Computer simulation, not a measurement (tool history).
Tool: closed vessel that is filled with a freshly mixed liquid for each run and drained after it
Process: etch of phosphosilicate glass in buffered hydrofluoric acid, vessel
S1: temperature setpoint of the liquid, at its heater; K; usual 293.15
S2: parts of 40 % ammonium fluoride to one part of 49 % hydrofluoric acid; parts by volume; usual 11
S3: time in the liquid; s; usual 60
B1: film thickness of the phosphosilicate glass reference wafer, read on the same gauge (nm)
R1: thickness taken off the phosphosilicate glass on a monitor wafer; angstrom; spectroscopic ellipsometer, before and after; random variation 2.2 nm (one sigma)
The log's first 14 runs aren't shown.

run	hour	S1	S2	S3	B1	R1
15	398.9	291.65	11	60	149.97	2092.6
16	432.6	293.15	11	80	150	3082
17	461.7	290.15	11	35	150.02	1120
18	492.3	293.15	14	50	150	1507.3
19	506.3	291.15	11	60	149.99	2026.7
20	521.8	293.15	8.5	70	149.99	3290.7
21	546	293.15	11	45	150	1715.7
22	571.1	293.15	11	60	150	2276.5
23	589.8	293.15	11	60	149.97	2303.8
# hour 591.5: gauge calibrated
24	609.9	290.15	13	90	150.01	2499.4
25	691.4	293.15	11	60	150.02	2285.2
26	719.6	296.15	7	95	150.01	6525.6
27	734.5	291.65	7	85	149.98	4678.5
28	768.9	296.15	15.5	60	150	1956.8
29	786.2	293.15	7.5	45	150.02	2458
30	803.7	297.65	13.5	60	149.99	2458.1
31	826.9	293.15	11	35	149.99	1363.9

5 ways to go on from here, each from the tool as it stands after run 31. What would each give?
A	827.6	290.15	11	60	?	?
B	827.6	297.15	8	60	?	?
C	827.6	291.65	11	45	?	?
D	827.6	293.15	9.5	60	?	?
E	827.6	295.65	7.5	60	?	?

run	B1	R1
A	150.01	1947.8
B	150.01	3853.9
C	150.01	1590.9
D	150.01	2575.1
E	150.01	3806.5
Without the tool's hidden state the same runs would have given:
run	R1
A	1863.7
B	3669.7
C	1522.2
D	2502.9
E	3624.9

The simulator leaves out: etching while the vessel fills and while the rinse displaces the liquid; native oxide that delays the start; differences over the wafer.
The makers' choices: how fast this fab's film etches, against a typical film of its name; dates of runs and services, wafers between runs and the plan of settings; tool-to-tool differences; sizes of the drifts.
